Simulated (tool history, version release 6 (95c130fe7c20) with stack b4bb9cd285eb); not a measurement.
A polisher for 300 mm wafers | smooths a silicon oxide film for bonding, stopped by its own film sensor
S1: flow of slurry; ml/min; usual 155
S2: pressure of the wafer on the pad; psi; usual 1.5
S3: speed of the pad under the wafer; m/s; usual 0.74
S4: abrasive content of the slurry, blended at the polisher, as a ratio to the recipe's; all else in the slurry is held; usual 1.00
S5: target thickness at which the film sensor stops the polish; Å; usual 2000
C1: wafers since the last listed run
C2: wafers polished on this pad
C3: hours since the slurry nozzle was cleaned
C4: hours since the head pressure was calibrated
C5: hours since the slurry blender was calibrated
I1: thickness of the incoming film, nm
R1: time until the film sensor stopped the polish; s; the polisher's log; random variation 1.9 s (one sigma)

run 1 hour=0.0 | S1=155 S2=1.8 S3=0.74 S4=1.00 S5=2000 | C1=0 C2=762 C3=198.3 C4=29.1 C5=135.9 | I1=248.8 | R1=95.5
run 2 hour=25.4 | S1=155 S2=1.8 S3=0.74 S4=1.00 S5=2000 | C1=251 C2=1013 C3=223.7 C4=54.5 C5=161.3 | I1=250.8 | R1=99.3
run 3 hour=38.7 | S1=155 S2=1.8 S3=0.74 S4=1.00 S5=2000 | C1=131 C2=1145 C3=237.0 C4=67.8 C5=174.6 | I1=249.5 | R1=98.0
run 4 hour=69.0 | S1=170 S2=1.5 S3=0.74 S4=1.00 S5=2000 | C1=299 C2=1445 C3=267.3 C4=98.1 C5=204.9 | I1=246.8 | R1=118.0
run 5 hour=83.4 | S1=120 S2=1.5 S3=0.74 S4=0.85 S5=2000 | C1=142 C2=1587 C3=281.7 C4=112.5 C5=219.3 | I1=252.6 | R1=149.4
-- hour=98.6 slurry nozzle cleaned
run 6 hour=117.6 | S1=120 S2=1.5 S3=0.74 S4=0.85 S5=2000 | C1=328 C2=1916 C3=19.0 C4=146.7 C5=253.5 | I1=248.1 | R1=146.0
-- hour=122.5 worn pad replaced by a new one
run 7 hour=146.9 | S1=155 S2=1.5 S3=0.74 S4=1.00 S5=1940 | C1=250 C2=241 C3=48.3 C4=176.0 C5=282.8 | I1=247.8 | R1=121.0
run 8 hour=172.0 | S1=155 S2=1.5 S3=0.74 S4=1.00 S5=1940 | C1=248 C2=489 C3=73.4 C4=201.1 C5=307.9 | I1=251.6 | R1=129.7
run 9 hour=197.7 | S1=155 S2=1.5 S3=0.74 S4=1.00 S5=1940 | C1=254 C2=744 C3=99.1 C4=226.8 C5=333.6 | I1=251.0 | R1=129.9
run 10 hour=220.7 | S1=155 S2=1.5 S3=0.74 S4=1.00 S5=2000 | C1=227 C2=971 C3=122.1 C4=249.8 C5=356.6 | I1=247.9 | R1=111.9
run 11 hour=235.1 | S1=155 S2=1.2 S3=0.96 S4=1.10 S5=2000 | C1=142 C2=1114 C3=136.5 C4=264.2 C5=371.0 | I1=255.5 | R1=124.0
-- hour=300.3 head pressure recalibrated
run 12 hour=303.0 | S1=155 S2=1.5 S3=0.64 S4=1.00 S5=2000 | C1=652 C2=1766 C3=204.4 C4=2.7 C5=438.9 | I1=248.1 | R1=136.4
-- hour=317.9 worn pad replaced by a new one
run 13 hour=320.5 | S1=205 S2=1.5 S3=0.74 S4=1.00 S5=1840 | C1=133 C2=25 C3=221.9 C4=20.2 C5=456.4 | I1=252.9 | R1=150.4
run 14 hour=344.9 | S1=155 S2=1.5 S3=0.74 S4=1.00 S5=2140 | C1=241 C2=267 C3=246.3 C4=44.6 C5=480.8 | I1=250.4 | R1=83.3
run 15 hour=366.7 | S1=155 S2=1.5 S3=0.74 S4=1.25 S5=2000 | C1=215 C2=483 C3=268.1 C4=66.4 C5=502.6 | I1=248.5 | R1=101.1
run 16 hour=398.7 | S1=120 S2=1.7 S3=0.74 S4=1.00 S5=1820 | C1=316 C2=799 C3=300.1 C4=98.4 C5=534.6 | I1=250.4 | R1=146.1
-- hour=401.8 slurry nozzle cleaned
-- hour=408.6 slurry blender recalibrated
run 17 hour=414.6 | S1=155 S2=1.5 S3=0.74 S4=1.00 S5=1900 | C1=127 C2=927 C3=12.8 C4=114.3 C5=6.0 | I1=253.4 | R1=148.7
run 18 hour=439.2 | S1=190 S2=1.5 S3=0.74 S4=0.80 S5=2000 | C1=243 C2=1171 C3=37.4 C4=138.9 C5=30.6 | I1=251.5 | R1=141.2
run 19 hour=459.4 | S1=120 S2=1.3 S3=0.60 S4=1.10 S5=2000 | C1=199 C2=1371 C3=57.6 C4=159.1 C5=50.8 | I1=246.7 | R1=152.1
run 20 hour=476.1 | S1=120 S2=1.5 S3=0.74 S4=0.85 S5=2000 | C1=165 C2=1536 C3=74.3 C4=175.8 C5=67.5 | I1=251.2 | R1=146.6
-- hour=483.8 worn pad replaced by a new one
run 21 hour=510.4 | S1=155 S2=1.5 S3=0.62 S4=1.00 S5=2000 | C1=299 C2=263 C3=108.6 C4=210.1 C5=101.8 | I1=249.3 | R1=131.3
run 22 hour=525.8 | S1=155 S2=1.5 S3=0.64 S4=1.00 S5=2000 | C1=152 C2=415 C3=124.0 C4=225.5 C5=117.2 | I1=247.7 | R1=119.6
run 23 hour=542.9 | S1=155 S2=1.5 S3=0.74 S4=1.00 S5=2140 | C1=169 C2=585 C3=141.1 C4=242.6 C5=134.3 | I1=248.1 | R1=78.8
run 24 hour=578.0 | S1=155 S2=1.5 S3=0.74 S4=1.00 S5=1930 | C1=347 C2=932 C3=176.2 C4=277.7 C5=169.4 | I1=248.3 | R1=131.4
-- hour=597.4 head pressure recalibrated
run 25 hour=613.1 | S1=155 S2=1.9 S3=0.50 S4=1.00 S5=2000 | C1=327 C2=1260 C3=211.3 C4=15.7 C5=204.5 | I1=250.4 | R1=131.6
run 26 hour=646.4 | S1=120 S2=1.5 S3=0.74 S4=1.00 S5=2000 | C1=329 C2=1590 C3=244.6 C4=49.0 C5=237.8 | I1=246.8 | R1=121.6
-- hour=656.5 worn pad replaced by a new one
run 27 hour=662.0 | S1=155 S2=1.9 S3=0.74 S4=1.10 S5=2070 | C1=114 C2=54 C3=260.2 C4=64.6 C5=253.4 | I1=252.1 | R1=75.0
run 28 hour=688.6 | S1=155 S2=1.5 S3=0.74 S4=1.00 S5=2000 | C1=263 C2=318 C3=286.8 C4=91.2 C5=280.0 | I1=250.5 | R1=115.7
-- hour=707.3 slurry nozzle cleaned
run 29 hour=710.6 | S1=110 S2=1.5 S3=0.48 S4=0.85 S5=2000 | C1=207 C2=525 C3=3.3 C4=113.2 C5=302.0 | I1=251.8 | R1=191.6
run 30 hour=745.0 | S1=155 S2=1.5 S3=0.74 S4=0.75 S5=1870 | C1=340 C2=866 C3=37.7 C4=147.6 C5=336.4 | I1=246.8 | R1=171.7

4 ways to go on from here, each from the tool as it stands after run 30. What would each give?
run A hour=745.5 | S1=155 S2=1.5 S3=0.94 S4=1.00 S5=2000 | C1=4 C2=871 C3=38.2 C4=148.1 C5=336.9 | I1=249.7 | R1=?
run B hour=745.5 | S1=125 S2=1.5 S3=0.52 S4=1.15 S5=2090 | C1=4 C2=871 C3=38.2 C4=148.1 C5=336.9 | I1=249.7 | R1=?
run C hour=745.5 | S1=180 S2=1.1 S3=0.90 S4=1.00 S5=2000 | C1=4 C2=871 C3=38.2 C4=148.1 C5=336.9 | I1=249.7 | R1=?
run D hour=745.5 | S1=155 S2=1.5 S3=0.74 S4=1.00 S5=1850 | C1=4 C2=871 C3=38.2 C4=148.1 C5=336.9 | I1=249.7 | R1=?

run=A R1=94.0
run=B R1=117.7
run=C R1=130.3
run=D R1=148.2
Without the tool's hidden state the same runs would have given:
run=A R1=90.8
run=B R1=113.8
run=C R1=126.0
run=D R1=143.2
